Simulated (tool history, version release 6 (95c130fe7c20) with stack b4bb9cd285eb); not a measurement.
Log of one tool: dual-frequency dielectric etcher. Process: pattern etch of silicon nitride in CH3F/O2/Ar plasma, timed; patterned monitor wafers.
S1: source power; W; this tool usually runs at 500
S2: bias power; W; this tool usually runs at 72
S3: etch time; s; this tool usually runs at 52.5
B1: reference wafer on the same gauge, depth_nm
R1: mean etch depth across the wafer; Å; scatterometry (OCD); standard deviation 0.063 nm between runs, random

run,hour,S1,S2,S3,B1,R1
1,0,580,72,52.5,41.41,459.8
2,6.6,580,72,52.5,41.4,459.1
3,20.7,580,72,52.5,41.4,459.9
4,30.3,500,72,52.5,41.41,421.1
5,39.5,500,72,52.5,41.41,421
6,53,500,72,52.5,41.4,421.9
7,64.2,500,72,52.5,41.38,422.4
8,81.8,500,72,52.5,41.39,421.5
9,91.7,500,72,52.5,41.37,421.6
10,100.1,500,72,52.5,41.37,422.3
# hour 112.3: gauge calibrated
11,112.8,500,72,52.5,41.39,421
12,125.1,500,72,52.5,41.4,423.1
# hour 129.9: source power generator calibrated
# hour 131.4: bias power generator calibrated
13,142.5,500,85,52.5,41.38,447.4
14,156,500,85,52.5,41.4,448.7
15,166.6,610,88,58,41.41,562.7
16,174.1,470,72,41.5,41.39,321.5
17,184.8,560,72,52.5,41.38,453.1
18,195,550,62,68.5,41.4,556.9
19,212.5,470,79,57.5,41.41,461.5
# hour 242.9: wet clean of the chamber
# hour 254.5: upper electrode replaced
20,255,420,57,39.5,41.43,259.5
21,255.3,500,72,52.5,41.4,419.5
22,264.3,500,72,52.5,41.38,418.5
23,275,430,72,44.5,41.37,322.1
24,283.7,440,72,52.5,41.41,385.9
25,296.7,560,56,44.5,41.41,349.3
26,302.9,500,72,52.5,41.4,417.9
27,323.4,500,72,60,41.39,478
28,335.4,500,66,52.5,41.4,407.4
29,347.5,560,72,57.5,41.41,491

Branching from run 29: 3 alternative next runs. What would each branch give?
A,347.9,410,72,52.5,?,?
B,347.9,580,60,52.5,?,?
C,347.9,540,60,37,?,?

run,B1,R1
A,41.39,368.1
B,41.39,430.4
C,41.39,290.9
Take away the tool's hidden state, keep each run's random variation, and the runs would have read:
run,R1
A,367.1
B,429.2
C,290.1
